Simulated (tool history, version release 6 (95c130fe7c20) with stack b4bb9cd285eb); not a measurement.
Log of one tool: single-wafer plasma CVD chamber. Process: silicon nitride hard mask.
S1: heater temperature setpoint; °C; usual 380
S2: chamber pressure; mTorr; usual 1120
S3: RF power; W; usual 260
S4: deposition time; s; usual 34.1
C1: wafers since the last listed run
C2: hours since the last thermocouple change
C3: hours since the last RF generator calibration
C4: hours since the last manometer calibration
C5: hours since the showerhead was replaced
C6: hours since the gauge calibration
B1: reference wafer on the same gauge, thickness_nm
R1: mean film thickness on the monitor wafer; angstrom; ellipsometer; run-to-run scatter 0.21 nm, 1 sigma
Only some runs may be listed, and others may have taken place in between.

Run 1, hour 0: usual settings but S1 387 °C, S3 275 W; C1 0; C2 204; C3 1647.7; C4 1925.7; C5 5602; C6 1604.5; B1 34.704. Result: R1 369.88 angstrom.
Run 2, hour 42.8: usual settings; C1 831; C2 246.8; C3 1690.5; C4 1968.5; C5 5644.8; C6 1647.3; B1 34.849. Result: R1 360.87 angstrom.
Run 3, hour 69.4: usual settings but S2 960 mTorr; C1 516; C2 273.4; C3 1717.1; C4 1995.1; C5 5671.4; C6 1673.9; B1 34.941. Result: R1 330.36 angstrom.
Run 4, hour 121.4: usual settings but S2 960 mTorr; C1 1009; C2 325.4; C3 1769.1; C4 2047.1; C5 5723.4; C6 1725.9; B1 34.868. Result: R1 324.64 angstrom.
Run 5, hour 187.2: usual settings but S2 960 mTorr; C1 1277; C2 391.2; C3 1834.9; C4 2112.9; C5 5789.2; C6 1791.7; B1 34.966. Result: R1 328.6 angstrom.
At hour 220.8: capacitance manometer re-zeroed and calibrated.
Run 6, hour 248.5: usual settings; C1 1034; C2 452.5; C3 1896.2; C4 27.7; C5 5850.5; C6 1853; B1 35.05. Result: R1 357.66 angstrom.
Run 7, hour 284.9: usual settings; C1 706; C2 488.9; C3 1932.6; C4 64.1; C5 5886.9; C6 1889.4; B1 35.058. Result: R1 353.54 angstrom.
Run 8, hour 330.3: usual settings; C1 881; C2 534.3; C3 1978; C4 109.5; C5 5932.3; C6 1934.8; B1 35.134. Result: R1 359.17 angstrom.
Run 9, hour 378.6: usual settings; C1 937; C2 582.6; C3 2026.3; C4 157.8; C5 5980.6; C6 1983.1; B1 35.148. Result: R1 360.56 angstrom.
Run 10, hour 433.3: usual settings; C1 1062; C2 637.3; C3 2081; C4 212.5; C5 6035.3; C6 2037.8; B1 35.313. Result: R1 357.18 angstrom.
Run 11, hour 494.4: usual settings but S1 390 °C, S4 32.1 s; C1 1186; C2 698.4; C3 2142.1; C4 273.6; C5 6096.4; C6 2098.9; B1 35.344. Result: R1 340.84 angstrom.
Run 12, hour 535.2: usual settings but S3 300 W, S4 27.7 s; C1 792; C2 739.2; C3 2182.9; C4 314.4; C5 6137.2; C6 2139.7; B1 35.437. Result: R1 323 angstrom.
Run 13, hour 560: usual settings but S1 368 °C, S2 900 mTorr, S3 230 W, S4 38.4 s; C1 481; C2 764; C3 2207.7; C4 339.2; C5 6162; C6 2164.5; B1 35.371. Result: R1 330.68 angstrom.
At hour 587: showerhead replaced.
Run 14, hour 607.6: usual settings; C1 768; C2 811.6; C3 2255.3; C4 386.8; C5 20.6; C6 2212.1; B1 35.495. Result: R1 360.94 angstrom.
At hour 669.1: RF generator calibrated.
Run 15, hour 669.6: usual settings but S1 393 °C, S2 1020 mTorr, S3 245 W, S4 40.2 s; C1 1048; C2 873.6; C3 0.5; C4 448.8; C5 82.6; C6 2274.1; B1 35.701. Result: R1 386.06 angstrom.
Run 16, hour 715.7: usual settings but S1 385 °C, S2 940 mTorr, S4 28.5 s; C1 895; C2 919.7; C3 46.6; C4 494.9; C5 128.7; C6 2320.2; B1 35.628. Result: R1 273.71 angstrom.
At hour 726.9: gauge calibrated.
At hour 729.2: thermocouple changed; heater temperature recalibrated.
Run 17, hour 751: usual settings but S4 31.2 s; C1 530; C2 21.8; C3 81.9; C4 530.2; C5 164; C6 24.1; B1 34.081. Result: R1 314.28 angstrom.
Run 18, hour 791.2: usual settings but S2 1190 mTorr, S3 220 W; C1 780; C2 62; C3 122.1; C4 570.4; C5 204.2; C6 64.3; B1 33.993. Result: R1 315.24 angstrom.
Run 19, hour 859.8: usual settings but S4 28.6 s; C1 1332; C2 130.6; C3 190.7; C4 639; C5 272.8; C6 132.9; B1 34.036. Result: R1 293.05 angstrom.
Run 20, hour 1000.2: usual settings; C1 2726; C2 271; C3 331.1; C4 779.4; C5 413.2; C6 273.3; B1 34.107. Result: R1 344.75 angstrom.
Run 21, hour 1072: usual settings but S3 300 W, S4 28.1 s; C1 1394; C2 342.8; C3 402.9; C4 851.2; C5 485; C6 345.1; B1 34.106. Result: R1 319.08 angstrom.
Run 22, hour 1127.7: usual settings but S3 295 W, S4 36.4 s; C1 1081; C2 398.5; C3 458.6; C4 906.9; C5 540.7; C6 400.8; B1 33.954. Result: R1 402.24 angstrom.
Run 23, hour 1158: usual settings but S1 375 °C; C1 588; C2 428.8; C3 488.9; C4 937.2; C5 571; C6 431.1; B1 34.137. Result: R1 350.95 angstrom.
Run 24, hour 1225.2: usual settings but S1 388 °C; C1 1304; C2 496; C3 556.1; C4 1004.4; C5 638.2; C6 498.3; B1 34.146. Result: R1 347.06 angstrom.
Run 25, hour 1291: usual settings; C1 1277; C2 561.8; C3 621.9; C4 1070.2; C5 704; C6 564.1; B1 34.111. Result: R1 348.61 angstrom.
Run 26, hour 1337.4: usual settings but S3 235 W, S4 27.4 s; C1 901; C2 608.2; C3 668.3; C4 1116.6; C5 750.4; C6 610.5; B1 34.034. Result: R1 260.55 angstrom.
Run 27, hour 1405.9: usual settings but S1 372 °C, S4 29.5 s; C1 1330; C2 676.7; C3 736.8; C4 1185.1; C5 818.9; C6 679; B1 34.159. Result: R1 303.87 angstrom.
Run 28, hour 1432: usual settings but S2 1280 mTorr; C1 506; C2 702.8; C3 762.9; C4 1211.2; C5 845; C6 705.1; B1 34.181. Result: R1 372.55 angstrom.
Run 29, hour 1485.5: usual settings but S1 385 °C; C1 1038; C2 756.3; C3 816.4; C4 1264.7; C5 898.5; C6 758.6; B1 34.191. Result: R1 347.59 angstrom.
Run 30, hour 1513.9: usual settings; C1 551; C2 784.7; C3 844.8; C4 1293.1; C5 926.9; C6 787; B1 34.158. Result: R1 350.67 angstrom.

Each row is a separate what-if for the run after 30, all from the same tool condition, not one after another. Results?
Run A, hour 1514.3: usual settings but S1 392 °C; C1 7; C2 785.1; C3 845.2; C4 1293.5; C5 927.3; C6 787.4; B1 ?. Result: R1 ?.
Run B, hour 1514.3: usual settings but S1 393 °C, S2 1350 mTorr, S4 36.5 s; C1 7; C2 785.1; C3 845.2; C4 1293.5; C5 927.3; C6 787.4; B1 ?. Result: R1 ?.
Run C, hour 1514.3: usual settings but S1 395 °C; C1 7; C2 785.1; C3 845.2; C4 1293.5; C5 927.3; C6 787.4; B1 ?. Result: R1 ?.

run      B1      R1
  A  34.235   347.3
  B  34.235  403.76
  C  34.235  346.91
Without the tool's unlogged condition, the same runs would have read:
run      R1
  A  343.87
  B  399.77
  C  343.48
